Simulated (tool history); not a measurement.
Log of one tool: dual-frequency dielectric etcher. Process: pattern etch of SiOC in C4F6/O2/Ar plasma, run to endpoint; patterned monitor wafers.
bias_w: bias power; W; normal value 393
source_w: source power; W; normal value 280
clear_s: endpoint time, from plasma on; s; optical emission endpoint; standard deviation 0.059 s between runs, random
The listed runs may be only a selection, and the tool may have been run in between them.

run,day,bias_w,source_w,wafers since the last listed run,hours since the last wet clean,hours since the last bias power generator calibration,hours since the last source power generator calibration,hours since the last upper electrode change,"incoming incoming film thickness, nm",clear_s
1,0,393,280,0,110.2,2153,1496.4,3142.8,28.6,10.3
2,4.075,393,280,1483,208,2250.8,1594.2,3240.6,28.57,10.2
3,8.075,393,280,1456,304,2346.8,1690.2,3336.6,28.76,10.2
4,10.642,393,280,934,365.6,2408.4,1751.8,3398.2,28.53,10
5,14.354,393,280,1351,454.7,2497.5,1840.9,3487.3,28.68,10.1
6,16.633,393,280,829,509.4,2552.2,1895.6,3542,28.78,10.2
7,20.579,393,280,1436,604.1,2646.9,1990.3,3636.7,28.54,9.9
8,24.971,393,280,1598,709.5,2752.3,2095.7,3742.1,28.55,9.9
# day 27.333: wet clean of the chamber
9,27.5,345,320,556,4,2813,2156.4,3802.8,28.69,10.2
10,31.312,345,320,1387,95.5,2904.5,2247.9,3894.3,28.4,10.1
11,34.554,393,280,1179,173.3,2982.3,2325.7,3972.1,28.54,10.1
12,37.142,393,280,941,235.4,3044.4,2387.8,4034.2,28.44,10.1
13,49.538,393,280,4512,532.9,3341.9,2685.3,4331.7,28.57,9.9
# day 50.238: source power generator calibrated
14,52.092,361,220,869,594.2,3403.2,44.5,4393,28.49,12.3
# day 54.712: upper electrode replaced
15,55.017,449,340,700,664.4,3473.4,114.7,7.3,28.34,8.3
16,56.675,393,280,603,704.2,3513.2,154.5,47.1,28.63,10
# day 58: wet clean of the chamber
17,59.117,426,250,524,26.8,3571.8,213.1,105.7,28.94,10.5
18,62.129,336,280,1096,99.1,3644.1,285.4,178,28.65,11
19,65.029,420,300,1055,168.7,3713.7,355,247.6,28.64,9.4
20,67.258,393,280,811,222.2,3767.2,408.5,301.1,28.69,10.1
21,69.688,309,260,884,280.5,3825.5,466.8,359.4,28.68,12
22,73.379,359,260,1343,369.1,3914.1,555.4,448,28.49,10.9
23,76.808,473,260,1248,451.4,3996.4,637.7,530.3,28.6,9.4
24,80.35,393,280,1289,536.4,4081.4,722.7,615.3,28.85,10
25,84.088,468,330,1360,626.1,4171.1,812.4,705,28.63,8.2
# day 86.038: bias power generator calibrated
# day 88.033: wet clean of the chamber
26,88.125,393,340,1045,2.2,50.1,909.3,801.9,28.51,9.3
27,91.033,393,280,1058,72,119.9,979.1,871.7,28.86,10.5
28,95.288,393,280,1548,174.1,222,1081.2,973.8,28.5,10.3
29,98.154,418,310,1043,242.9,290.8,1150,1042.6,28.64,9.4
30,101.671,393,230,1280,327.3,375.2,1234.4,1127,28.68,11.6
31,105.842,421,220,1518,427.4,475.3,1334.5,1227.1,28.6,11.5
32,110.3,393,280,1622,534.4,582.3,1441.5,1334.1,28.5,10.2
33,112.512,439,310,805,587.5,635.4,1494.6,1387.2,28.4,9.1
34,116.454,393,280,1434,682.1,730,1589.2,1481.8,28.55,10.1
35,119.171,357,260,988,747.3,795.2,1654.4,1547,28.76,11.2

Each row is a separate what-if for the run after 35, all from the same tool condition, not one after another. Results?
A,119.188,393,280,6,747.7,795.6,1654.8,1547.4,28.65,?
B,119.188,357,310,6,747.7,795.6,1654.8,1547.4,28.65,?
C,119.188,393,260,6,747.7,795.6,1654.8,1547.4,28.65,?
D,119.188,393,350,6,747.7,795.6,1654.8,1547.4,28.65,?

run,clear_s
A,10.1
B,10
C,10.5
D,8.9
Had the tool no hidden state, the same runs would have come out as:
run,clear_s
A,10.3
B,10.2
C,10.7
D,9.1
